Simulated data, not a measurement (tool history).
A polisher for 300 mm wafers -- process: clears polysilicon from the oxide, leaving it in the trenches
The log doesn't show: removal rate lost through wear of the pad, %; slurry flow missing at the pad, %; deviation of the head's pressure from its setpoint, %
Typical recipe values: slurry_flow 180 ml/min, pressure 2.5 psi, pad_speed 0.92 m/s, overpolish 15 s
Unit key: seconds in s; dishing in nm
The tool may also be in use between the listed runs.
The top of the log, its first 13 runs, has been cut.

| run | day | slurry_flow | pressure | pad_speed | overpolish | wafers since the last listed run | wafers polished on this pad | hours since the slurry nozzle was cleaned | hours since the head pressure was calibrated | incoming thickness of the incoming film, nm | seconds | dishing |
|---|---|---|---|---|---|---|---|---|---|---|---|---|
| 14 | 6.996 | 180 | 1.8 | 0.92 | 15 | 174 | 271 | 46.0 | 1262.0 | 770.5 | 86.9 | 40.5 |
| 15 | 7.458 | 180 | 2.5 | 0.92 | 15 | 118 | 390 | 57.1 | 1273.1 | 772.7 | 62.4 | 43.1 |
|  | 7.833 | head pressure recalibrated |
| 16 | 7.929 | 180 | 3.3 | 0.92 | 15 | 99 | 489 | 68.4 | 2.3 | 773.6 | 49.0 | 42.3 |
| 17 | 8.188 | 135 | 3.0 | 0.92 | 7 | 66 | 556 | 74.6 | 8.5 | 776.4 | 57.1 | 37.3 |
| 18 | 8.908 | 180 | 2.5 | 0.92 | 15 | 185 | 741 | 91.9 | 25.8 | 762.1 | 63.9 | 41.5 |
|  | 9.275 | worn pad replaced by a new one |
| 19 | 9.375 | 180 | 1.7 | 0.92 | 8 | 77 | 25 | 103.1 | 37.0 | 782.5 | 94.5 | 32.1 |
| 20 | 9.992 | 180 | 3.2 | 0.64 | 15 | 158 | 183 | 117.9 | 51.8 | 760.5 | 72.4 | 41.4 |
| 21 | 10.383 | 140 | 2.2 | 0.92 | 15 | 100 | 284 | 127.3 | 61.2 | 766.3 | 75.9 | 41.3 |
| 22 | 11.012 | 180 | 2.5 | 0.92 | 22 | 161 | 445 | 142.4 | 76.3 | 770.3 | 65.0 | 42.9 |
| 23 | 11.288 | 230 | 2.1 | 0.78 | 12 | 70 | 516 | 149.0 | 82.9 | 771.4 | 87.4 | 39.3 |
| 24 | 11.942 | 135 | 2.5 | 0.92 | 22 | 167 | 684 | 164.7 | 98.6 | 779.0 | 70.3 | 42.8 |
|  | 12.317 | worn pad replaced by a new one |
| 25 | 12.375 | 180 | 2.5 | 0.92 | 15 | 68 | 15 | 175.1 | 109.0 | 776.5 | 64.8 | 42.0 |
| 26 | 13.508 | 180 | 2.5 | 0.92 | 15 | 290 | 306 | 202.3 | 136.2 | 776.5 | 66.3 | 41.9 |
| 27 | 14.033 | 180 | 2.5 | 0.92 | 6 | 134 | 441 | 214.9 | 148.8 | 780.4 | 66.7 | 33.1 |
| 28 | 14.325 | 150 | 2.5 | 0.92 | 15 | 74 | 516 | 221.9 | 155.8 | 766.7 | 66.5 | 41.3 |
| 29 | 14.575 | 180 | 2.5 | 0.92 | 15 | 64 | 580 | 227.9 | 161.8 | 760.3 | 64.3 | 42.7 |
| 30 | 15.179 | 230 | 2.3 | 0.92 | 15 | 155 | 735 | 242.4 | 176.3 | 780.8 | 68.3 | 41.4 |

Below are 3 alternative next runs, each starting from the tool's condition after run 30. Predict each:
| A | 15.196 | 160 | 2.5 | 0.92 | 15 | 4 | 739 | 242.8 | 176.7 | 776.7 | ? | ? |
| B | 15.196 | 180 | 3.3 | 0.92 | 13 | 4 | 739 | 242.8 | 176.7 | 776.7 | ? | ? |
| C | 15.196 | 180 | 1.8 | 0.62 | 11 | 4 | 739 | 242.8 | 176.7 | 776.7 | ? | ? |

| run | seconds | dishing |
|---|---|---|
| A | 66.5 | 41.7 |
| B | 49.1 | 42.2 |
| C | 133.7 | 31.6 |
Without the tool's unlogged condition, the same runs would have read:
| run | seconds | dishing |
|---|---|---|
| A | 63.8 | 41.8 |
| B | 47.4 | 42.3 |
| C | 128.8 | 32.1 |
